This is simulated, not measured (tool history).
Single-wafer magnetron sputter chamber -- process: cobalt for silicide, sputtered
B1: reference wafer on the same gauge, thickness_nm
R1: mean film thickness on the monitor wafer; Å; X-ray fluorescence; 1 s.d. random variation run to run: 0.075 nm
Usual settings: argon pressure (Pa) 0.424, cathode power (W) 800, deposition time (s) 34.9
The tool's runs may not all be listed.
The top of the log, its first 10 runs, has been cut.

Run 11, hour 120.6: usual settings but argon pressure (Pa) 0.499; B1 14.688. Result: R1 125.47 Å.
Run 12, hour 129.6: usual settings but argon pressure (Pa) 0.499; B1 14.692. Result: R1 125.93 Å.
Run 13, hour 142.1: usual settings but argon pressure (Pa) 0.485; B1 14.711. Result: R1 123.97 Å.
Run 14, hour 151.3: usual settings but argon pressure (Pa) 0.384; B1 14.699. Result: R1 126.70 Å.
Run 15, hour 158.3: usual settings but deposition time (s) 39.1; B1 14.694. Result: R1 140.03 Å.
Run 16, hour 172.7: usual settings but deposition time (s) 39.1; B1 14.707. Result: R1 139.74 Å.
Run 17, hour 184.3: usual settings but deposition time (s) 39.1; B1 14.691. Result: R1 138.75 Å.
Run 18, hour 195.3: usual settings but argon pressure (Pa) 0.592, cathode power (W) 650, deposition time (s) 29.7; B1 14.698. Result: R1 84.52 Å.
Run 19, hour 208.8: usual settings; B1 14.703. Result: R1 123.94 Å.
At hour 219.5: sputter target and shields replaced, repeated, since the last time left the tool worse.
Run 20, hour 220.0: usual settings but argon pressure (Pa) 0.503; B1 14.708. Result: R1 142.01 Å.
Run 21, hour 235.1: usual settings but argon pressure (Pa) 0.356, cathode power (W) 600, deposition time (s) 31.8; B1 14.710. Result: R1 103.84 Å.
Run 22, hour 245.2: usual settings; B1 14.707. Result: R1 143.84 Å.

Expected results for the next run?
At hour 251.3: gauge calibrated.
Run 23, hour 256.9: usual settings but argon pressure (Pa) 0.256; B1 ?. Result: R1 ?.

Logged for run 23: B1 14.705, R1 147.63 Å.
On a tool with no hidden condition, and with the same random variation, this run would have come out at R1 150.90 Å.

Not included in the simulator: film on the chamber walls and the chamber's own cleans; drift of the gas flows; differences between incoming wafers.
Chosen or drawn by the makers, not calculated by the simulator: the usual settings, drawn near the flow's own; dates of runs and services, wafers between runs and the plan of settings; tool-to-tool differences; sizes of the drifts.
